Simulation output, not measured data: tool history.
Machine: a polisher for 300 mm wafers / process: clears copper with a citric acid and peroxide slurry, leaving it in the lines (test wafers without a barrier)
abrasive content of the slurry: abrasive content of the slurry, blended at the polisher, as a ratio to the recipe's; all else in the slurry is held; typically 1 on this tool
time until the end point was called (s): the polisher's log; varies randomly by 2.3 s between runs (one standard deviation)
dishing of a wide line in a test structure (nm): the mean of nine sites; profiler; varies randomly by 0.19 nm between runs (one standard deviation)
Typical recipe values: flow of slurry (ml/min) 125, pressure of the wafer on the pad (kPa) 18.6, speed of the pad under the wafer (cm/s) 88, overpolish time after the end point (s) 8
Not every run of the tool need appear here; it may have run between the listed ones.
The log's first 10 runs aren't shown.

run     day  flow of slurry (ml/min)  pressure of the wafer on the pad (kPa)  speed of the pad under the wafer (cm/s)  abrasive content of the slurry  overpolish time after the end point (s)  wafers since the last listed run  wafers polished on this pad  hours since the slurry nozzle was cleaned  hours since the head pressure was calibrated  hours since the slurry blender was calibrated  incoming thickness of the incoming film, nm  time until the end point was called (s)  dishing of a wide line in a test structure (nm)
      4.883  -- slurry nozzle cleaned
 11   4.904                      125                                    18.6                                       88                               1                                        8                                61                          809                                        0.5                                         392.4                                            469                                        301.2                                    166.3                                              9.8
 12   5.467                      125                                    18.6                                       74                               1                                        8                                54                          863                                         14                                         405.9                                          482.5                                        295.4                                    201.8                                              8.1
      5.675  -- slurry blender recalibrated
 13   5.912                      125                                    18.6                                       88                               1                                        8                                34                          898                                       24.7                                         416.6                                            5.7                                        300.6                                    162.3                                             10.1
 14   6.554                      125                                    18.6                                       98                               1                                        8                                61                          960                                       40.1                                           432                                           21.1                                        294.9                                    136.5                                             11.2
 15   6.908                      100                                    22.8                                       62                             1.1                                        8                                34                          994                                       48.6                                         440.5                                           29.6                                          297                                    196.9                                              8.4
 16   7.592                      125                                    22.1                                      104                               1                                        8                                65                         1060                                         65                                         456.9                                             46                                        303.8                                      119                                             13.5
      7.838  -- worn pad replaced by a new one
 17   7.892                      125                                    18.6                                       88                               1                                        8                                12                            5                                       72.2                                         464.1                                           53.2                                        301.2                                    143.9                                             11.7
 18   8.329                      155                                    15.2                                       88                             1.3                                        8                                42                           47                                       82.7                                         474.6                                           63.7                                        303.5                                    159.1                                             10.8
 19   8.683                      125                                    18.6                                       88                               1                                        8                                34                           81                                       91.2                                         483.1                                           72.2                                        296.2                                    140.3                                               11
 20   9.233                      125                                    13.8                                       88                             1.1                                        8                                52                          134                                      104.4                                         496.3                                           85.4                                        304.4                                    178.1                                              9.3
      9.846  -- head pressure recalibrated
 21   9.867                      125                                    14.5                                       88                             0.8                                       11                                52                          187                                      119.6                                           0.5                                          100.6                                          305                                    186.5                                             12.3
 22  10.171                      125                                    13.8                                       88                               1                                        8                                29                          216                                      126.9                                           7.8                                          107.9                                        294.9                                      182                                              8.7
 23  10.579                      125                                    16.5                                       88                               1                                        8                                39                          255                                      136.7                                          17.6                                          117.7                                        303.3                                    158.4                                             10.3
 24  12.221                      125                                    18.6                                       88                             0.8                                        8                               158                          413                                      176.1                                            57                                          157.1                                        305.4                                    153.4                                             10.1
 25  12.512                      100                                    22.1                                       88                               1                                        7                                28                          442                                      183.1                                            64                                          164.1                                        293.7                                    133.5                                             10.4
      13.85  -- slurry nozzle cleaned
 26  14.538                      125                                    18.6                                       88                               1                                        8                               191                          633                                       16.5                                         112.6                                          212.7                                        298.2                                    149.5                                             10.8
 27  16.117                       90                                    18.6                                       66                            0.85                                        4                               152                          785                                       54.4                                         150.5                                          250.6                                          300                                    227.8                                              3.6
 28  16.812                      125                                    18.6                                       88                               1                                        8                                67                          852                                       71.1                                         167.2                                          267.3                                        299.9                                    155.8                                             10.4
 29  17.292                      155                                    16.5                                       88                             1.1                                        8                                46                          898                                       82.6                                         178.7                                          278.8                                        304.3                                    166.4                                              9.7
 30    17.8                      125                                    18.6                                       88                               1                                        8                                48                          947                                       94.8                                         190.9                                            291                                        300.6                                    157.2                                              9.9

Branching from run 30: 3 alternative next runs. What would each branch give?
  A  17.821                      160                                    18.6                                       88                               1                                        8                                 2                          949                                       95.3                                         191.4                                          291.5                                        305.5                                        ?                                                ?
  B  17.821                      125                                    22.1                                       88                            0.75                                        8                                 2                          949                                       95.3                                         191.4                                          291.5                                        305.5                                        ?                                                ?
  C  17.821                       80                                    14.5                                       70                             1.3                                        8                                 2                          949                                       95.3                                         191.4                                          291.5                                        305.5                                        ?                                                ?

run  time until the end point was called (s)  dishing of a wide line in a test structure (nm)
  A                                    157.8                                             10.3
  B                                    149.6                                             10.9
  C                                    269.4                                              6.2
Without the tool's unlogged condition, the same runs would have read:
run  time until the end point was called (s)  dishing of a wide line in a test structure (nm)
  A                                    136.4                                             11.8
  B                                    129.4                                             12.5
  C                                    232.6                                              7.1

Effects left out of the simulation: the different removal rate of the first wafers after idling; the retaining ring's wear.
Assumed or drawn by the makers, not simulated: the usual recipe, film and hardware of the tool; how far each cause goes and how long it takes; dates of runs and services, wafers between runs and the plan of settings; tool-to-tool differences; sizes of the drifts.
